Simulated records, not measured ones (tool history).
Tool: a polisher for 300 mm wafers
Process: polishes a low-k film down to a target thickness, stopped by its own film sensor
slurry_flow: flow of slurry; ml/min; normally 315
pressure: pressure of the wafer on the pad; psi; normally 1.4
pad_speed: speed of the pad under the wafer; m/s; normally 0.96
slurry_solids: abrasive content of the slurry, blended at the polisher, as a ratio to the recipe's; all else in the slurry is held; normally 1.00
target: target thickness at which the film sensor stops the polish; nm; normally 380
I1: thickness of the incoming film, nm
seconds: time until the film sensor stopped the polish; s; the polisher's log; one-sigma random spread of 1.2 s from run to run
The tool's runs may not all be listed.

{"run": 1, "hour": 0.0, "slurry_flow": 315, "pressure": 1.4, "pad_speed": 0.96, "slurry_solids": 1.0, "target": 372, "I1": 408.7, "seconds": 125.0}
{"hour": 6.0, "done": "slurry nozzle cleaned"}
{"hour": 7.2, "done": "head pressure recalibrated"}
{"run": 2, "hour": 74.4, "slurry_flow": 315, "pressure": 1.4, "pad_speed": 0.96, "slurry_solids": 1.0, "target": 372, "I1": 412.6, "seconds": 124.1}
{"hour": 91.8, "done": "conditioning disc replaced and pad reconditioned"}
{"hour": 112.7, "done": "slurry blender recalibrated"}
{"run": 3, "hour": 128.9, "slurry_flow": 315, "pressure": 1.4, "pad_speed": 0.96, "slurry_solids": 1.0, "target": 380, "I1": 414.4, "seconds": 108.7}
{"run": 4, "hour": 242.0, "slurry_flow": 315, "pressure": 1.4, "pad_speed": 0.96, "slurry_solids": 1.0, "target": 380, "I1": 408.7, "seconds": 90.9}
{"run": 5, "hour": 310.8, "slurry_flow": 205, "pressure": 1.4, "pad_speed": 1.06, "slurry_solids": 0.85, "target": 371, "I1": 408.5, "seconds": 129.6}
{"run": 6, "hour": 397.4, "slurry_flow": 360, "pressure": 1.4, "pad_speed": 0.96, "slurry_solids": 1.0, "target": 380, "I1": 410.3, "seconds": 95.1}
{"run": 7, "hour": 433.7, "slurry_flow": 315, "pressure": 1.4, "pad_speed": 0.96, "slurry_solids": 1.0, "target": 380, "I1": 412.0, "seconds": 103.8}
{"hour": 456.0, "done": "worn pad replaced by a new one"}
{"run": 8, "hour": 528.4, "slurry_flow": 315, "pressure": 1.4, "pad_speed": 1.18, "slurry_solids": 1.0, "target": 380, "I1": 416.2, "seconds": 98.1}
{"hour": 668.8, "done": "conditioning disc replaced and pad reconditioned"}
{"hour": 766.3, "done": "slurry blender recalibrated"}
{"hour": 770.1, "done": "slurry nozzle cleaned"}
{"run": 9, "hour": 842.8, "slurry_flow": 265, "pressure": 1.2, "pad_speed": 0.62, "slurry_solids": 0.9, "target": 380, "I1": 407.6, "seconds": 144.4}
{"run": 10, "hour": 913.8, "slurry_flow": 315, "pressure": 1.9, "pad_speed": 1.16, "slurry_solids": 0.75, "target": 384, "I1": 409.9, "seconds": 65.6}
{"hour": 972.2, "done": "worn pad replaced by a new one"}
{"run": 11, "hour": 972.7, "slurry_flow": 400, "pressure": 0.9, "pad_speed": 0.66, "slurry_solids": 1.0, "target": 388, "I1": 409.9, "seconds": 120.2}
{"run": 12, "hour": 1012.6, "slurry_flow": 315, "pressure": 1.4, "pad_speed": 1.08, "slurry_solids": 1.0, "target": 388, "I1": 412.5, "seconds": 72.2}
{"run": 13, "hour": 1057.9, "slurry_flow": 285, "pressure": 1.1, "pad_speed": 0.96, "slurry_solids": 1.0, "target": 380, "I1": 412.1, "seconds": 123.5}
{"hour": 1060.4, "done": "head pressure recalibrated"}
{"run": 14, "hour": 1094.5, "slurry_flow": 345, "pressure": 1.4, "pad_speed": 0.96, "slurry_solids": 1.0, "target": 380, "I1": 417.8, "seconds": 118.9}
{"run": 15, "hour": 1155.0, "slurry_flow": 215, "pressure": 1.6, "pad_speed": 0.64, "slurry_solids": 1.0, "target": 384, "I1": 407.9, "seconds": 106.2}
{"hour": 1194.8, "done": "conditioning disc replaced and pad reconditioned"}
{"run": 16, "hour": 1245.4, "slurry_flow": 315, "pressure": 1.4, "pad_speed": 0.96, "slurry_solids": 1.0, "target": 373, "I1": 407.4, "seconds": 114.4}
{"run": 17, "hour": 1346.0, "slurry_flow": 315, "pressure": 1.4, "pad_speed": 0.96, "slurry_solids": 1.0, "target": 380, "I1": 414.7, "seconds": 114.5}

Expected results for the next run?
{"hour": 1361.1, "done": "slurry blender recalibrated"}
{"run": 18, "hour": 1438.6, "slurry_flow": 315, "pressure": 1.4, "pad_speed": 1.04, "slurry_solids": 1.25, "target": 380, "I1": 405.7, "seconds": "?"}

seconds: 72.0 s
Were there no unlogged condition in the tool, this run, its random variation unchanged, would have produced seconds 67.2 s.
